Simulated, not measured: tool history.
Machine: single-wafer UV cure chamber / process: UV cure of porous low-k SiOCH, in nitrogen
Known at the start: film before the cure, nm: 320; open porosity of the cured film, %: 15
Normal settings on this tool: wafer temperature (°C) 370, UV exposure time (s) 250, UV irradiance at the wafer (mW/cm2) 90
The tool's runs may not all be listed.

run   hour  wafer temperature (°C)  UV exposure time (s)  UV irradiance at the wafer (mW/cm2)  loss of film thickness in the cure (%)
  1      0                     370                   250                                   90                                   8.811
  2   12.3                     370                   250                                   90                                   8.454
  3   39.5                     370                   250                                   90                                   8.551
  4   72.8                     370                   250                                  106                                   9.458
  5  106.8                     370                   250                                  106                                   9.117
  6  132.8                     370                   250                                  106                                   9.122
  7  235.8                     370                   250                                   90                                   8.307
  8  262.2                     370                   250                                   90                                    8.19
  9  282.7                     375                   345                                   90                                   9.647
 10  294.7                     370                   250                                   90                                   8.226
 11  327.1                     370                   250                                   90                                   8.143
 12  353.4                     370                   250                                   90                                   8.119
 13  369.7                     370                   250                                   90                                   8.037
 14  385.1                     370                   250                                   90                                   7.953
 15  454.1                     370                   250                                   90                                   7.983
 16  486.7                     370                   250                                   90                                   7.828
 17  499.2                     370                   250                                   90                                   7.717
 18  524.4                     356                   195                                   63                                   5.455
 19  550.3                     387                   125                                   90                                   5.426
     567.7  -- quartz window cleaned
 20  574.6                     370                   250                                   90                                   7.694
 21  592.2                     384                   105                                  116                                   5.487
     605.7  -- UV bulbs replaced
 22  620.2                     363                   250                                  108                                  10.215
 23    638                     370                   250                                  112                                  10.648
 24  658.7                     370                   250                                  111                                  10.641
 25    684                     370                   250                                   90                                   9.458
 26  697.9                     370                   250                                  123                                  11.129
 27  723.5                     370                   250                                   90                                   9.487
 28  758.7                     370                   250                                  114                                  10.842
 29  797.9                     379                   250                                  112                                  10.706
 30  825.7                     370                   250                                   56                                   7.734
 31  846.4                     370                   250                                   90                                   9.569
 32  878.4                     370                   250                                  106                                  10.298
 33  905.6                     370                   250                                  112                                  10.649
 34  927.6                     365                   150                                   62                                   6.221

Each row is a separate what-if for the run after 34, all from the same tool condition, not one after another. Results?
  A  928.1                     380                   250                                   90                                       ?
  B  928.1                     375                   250                                   55                                       ?
  C  928.1                     355                   250                                   90                                       ?
  D  928.1                     370                   330                                   51                                       ?

run  loss of film thickness in the cure (%)
  A                                   9.814
  B                                   7.757
  C                                   9.377
  D                                   8.467
The same runs, with their run-to-run variation unchanged, on a tool lacking any hidden condition would have given:
run  loss of film thickness in the cure (%)
  A                                  10.084
  B                                   8.008
  C                                   9.643
  D                                   8.725
